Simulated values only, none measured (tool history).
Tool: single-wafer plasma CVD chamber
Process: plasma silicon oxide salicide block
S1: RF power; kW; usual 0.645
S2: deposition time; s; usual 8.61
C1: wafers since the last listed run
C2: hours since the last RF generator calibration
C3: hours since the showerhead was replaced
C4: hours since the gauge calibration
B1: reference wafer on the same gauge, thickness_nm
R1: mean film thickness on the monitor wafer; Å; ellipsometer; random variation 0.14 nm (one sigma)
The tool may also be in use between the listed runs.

Run 1, hour 0.0: usual settings; C1 0; C2 2201.6; C3 4110.1; C4 110.5; B1 109.249. Result: R1 940.00 Å.
Run 2, hour 27.5: usual settings; C1 646; C2 2229.1; C3 4137.6; C4 138.0; B1 109.192. Result: R1 940.49 Å.
Run 3, hour 51.3: usual settings but S1 0.695 kW; C1 559; C2 2252.9; C3 4161.4; C4 161.8; B1 109.075. Result: R1 960.35 Å.
Run 4, hour 68.4: usual settings but S1 0.695 kW; C1 401; C2 2270.0; C3 4178.5; C4 178.9; B1 108.943. Result: R1 958.77 Å.
Run 5, hour 99.3: usual settings; C1 726; C2 2300.9; C3 4209.4; C4 209.8; B1 108.877. Result: R1 934.82 Å.
At hour 138.0: showerhead replaced.
Run 6, hour 138.5: usual settings; C1 733; C2 2340.1; C3 0.5; C4 249.0; B1 108.729. Result: R1 935.91 Å.
Run 7, hour 164.3: usual settings; C1 606; C2 2365.9; C3 26.3; C4 274.8; B1 108.726. Result: R1 936.36 Å.
Run 8, hour 198.8: usual settings but S1 0.610 kW, S2 9.10 s; C1 810; C2 2400.4; C3 60.8; C4 309.3; B1 108.698. Result: R1 973.41 Å.
Run 9, hour 229.4: usual settings but S1 0.770 kW; C1 719; C2 2431.0; C3 91.4; C4 339.9; B1 108.616. Result: R1 983.27 Å.
Run 10, hour 248.8: usual settings but S2 7.02 s; C1 455; C2 2450.4; C3 110.8; C4 359.3; B1 108.625. Result: R1 763.48 Å.
At hour 275.6: gauge calibrated.
Run 11, hour 280.7: usual settings; C1 749; C2 2482.3; C3 142.7; C4 5.1; B1 110.462. Result: R1 949.33 Å.
Run 12, hour 301.2: usual settings but S1 0.545 kW; C1 481; C2 2502.8; C3 163.2; C4 25.6; B1 110.201. Result: R1 905.58 Å.
At hour 317.6: RF generator calibrated.
Run 13, hour 326.0: usual settings; C1 394; C2 8.4; C3 188.0; C4 50.4; B1 109.980. Result: R1 946.93 Å.
Run 14, hour 339.5: usual settings but S1 0.690 kW, S2 9.55 s; C1 317; C2 21.9; C3 201.5; C4 63.9; B1 109.756. Result: R1 1070.44 Å.
Run 15, hour 353.3: usual settings but S1 0.685 kW, S2 10.15 s; C1 324; C2 35.7; C3 215.3; C4 77.7; B1 109.691. Result: R1 1132.55 Å.
Run 16, hour 383.1: usual settings but S1 0.695 kW, S2 9.37 s; C1 700; C2 65.5; C3 245.1; C4 107.5; B1 109.530. Result: R1 1046.13 Å.
Run 17, hour 407.6: usual settings but S1 0.765 kW, S2 9.82 s; C1 575; C2 90.0; C3 269.6; C4 132.0; B1 109.350. Result: R1 1129.30 Å.

4 ways to go on from here, each from the tool as it stands after run 17. What would each give?
Run A, hour 408.0: usual settings; C1 9; C2 90.4; C3 270.0; C4 132.4; B1 ?. Result: R1 ?.
Run B, hour 408.0: usual settings but S2 10.00 s; C1 9; C2 90.4; C3 270.0; C4 132.4; B1 ?. Result: R1 ?.
Run C, hour 408.0: usual settings but S1 0.750 kW; C1 9; C2 90.4; C3 270.0; C4 132.4; B1 ?. Result: R1 ?.
Run D, hour 408.0: usual settings but S1 0.565 kW; C1 9; C2 90.4; C3 270.0; C4 132.4; B1 ?. Result: R1 ?.

run       B1       R1
  A  109.403   940.65
  B  109.403  1092.51
  C  109.403   983.58
  D  109.403   904.59
Without the tool's hidden state the same runs would have given:
run       R1
  A   948.89
  B  1102.08
  C   992.19
  D   912.51
